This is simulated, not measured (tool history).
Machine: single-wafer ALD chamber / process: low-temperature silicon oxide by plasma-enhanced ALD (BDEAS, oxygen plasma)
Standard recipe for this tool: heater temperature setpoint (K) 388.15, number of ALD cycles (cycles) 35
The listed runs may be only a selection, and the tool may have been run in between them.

run     day  heater temperature setpoint (K)  number of ALD cycles (cycles)  wafers since the last listed run  hours since the last thermocouple change  hours since the gauge calibration  read-back reference wafer on the same gauge, thickness_nm  mean film thickness on the monitor wafer (nm)
  1       0                           388.15                             35                                 0                                    2467.6                              215.3                                                      4.656                                           4.49
  2   0.775                           388.15                             35                               114                                    2486.2                              233.9                                                      4.662                                          4.478
  3   1.279                           388.15                             35                                74                                    2498.3                                246                                                      4.664                                          4.482
  4     1.9                           388.15                             35                                91                                    2513.2                              260.9                                                      4.663                                          4.472
  5   2.783                           400.15                             35                               130                                    2534.4                              282.1                                                      4.671                                          4.398
  6   3.575                           400.15                             35                               117                                    2553.4                              301.1                                                      4.665                                           4.38
  7   5.046                           388.15                             35                               217                                    2588.7                              336.4                                                       4.67                                          4.493
  8   6.167                           388.15                             35                               166                                    2615.6                              363.3                                                      4.675                                          4.482
  9   7.079                           388.15                             35                               135                                    2637.5                              385.2                                                      4.676                                          4.493
 10   8.275                           394.15                             30                               177                                    2666.2                              413.9                                                      4.673                                          3.808
 11   8.942                           394.15                             30                                98                                    2682.2                              429.9                                                      4.678                                          3.806
 12  10.142                           394.15                             30                               177                                      2711                              458.7                                                      4.678                                          3.816
       10.4  -- gauge calibrated
 13  10.821                           388.15                             35                               100                                    2727.3                               10.1                                                      4.612                                          4.412
     12.867  -- thermocouple changed; heater temperature recalibrated
 14  13.938                           388.15                             41                               412                                      25.7                               84.9                                                      4.638                                          5.215
 15  15.004                           388.15                             39                               158                                      51.3                              110.5                                                      4.646                                          4.972
 16  16.429                           388.15                             38                               211                                      85.5                              144.7                                                      4.654                                           4.83
 17  17.671                           388.15                             42                               183                                     115.3                              174.5                                                       4.66                                          5.364
 18  18.788                           399.15                             38                               165                                     142.1                              201.3                                                      4.664                                          4.765
 19  20.229                           388.15                             35                               213                                     176.7                              235.9                                                      4.672                                          4.464
 20  21.012                           388.15                             35                               116                                     195.5                              254.7                                                      4.669                                          4.488
 21   22.35                           393.15                             33                               198                                     227.6                              286.8                                                      4.675                                          4.187
 22  23.708                           394.15                             37                               201                                     260.2                              319.4                                                      4.677                                          4.704
 23  24.554                           373.15                             35                               125                                     280.5                              339.7                                                       4.68                                          4.601
 24  25.812                           388.15                             35                               186                                     310.7                              369.9                                                      4.679                                          4.497

Each row is a separate what-if for the run after 24, all from the same tool condition, not one after another. Results?
  A  25.833                           388.15                             35                                 3                                     311.2                              370.4                                                          ?                                              ?
  B  25.833                           374.15                             40                                 3                                     311.2                              370.4                                                          ?                                              ?
  C  25.833                           398.15                             40                                 3                                     311.2                              370.4                                                          ?                                              ?
  D  25.833                           384.15                             40                                 3                                     311.2                              370.4                                                          ?                                              ?

run  read-back reference wafer on the same gauge, thickness_nm  mean film thickness on the monitor wafer (nm)
  A                                                      4.679                                          4.486
  B                                                      4.679                                          5.244
  C                                                      4.679                                          5.043
  D                                                      4.679                                           5.16
With no hidden state in the tool, these same runs would have given:
run  mean film thickness on the monitor wafer (nm)
  A                                           4.41
  B                                          5.155
  C                                          4.957
  D                                          5.072
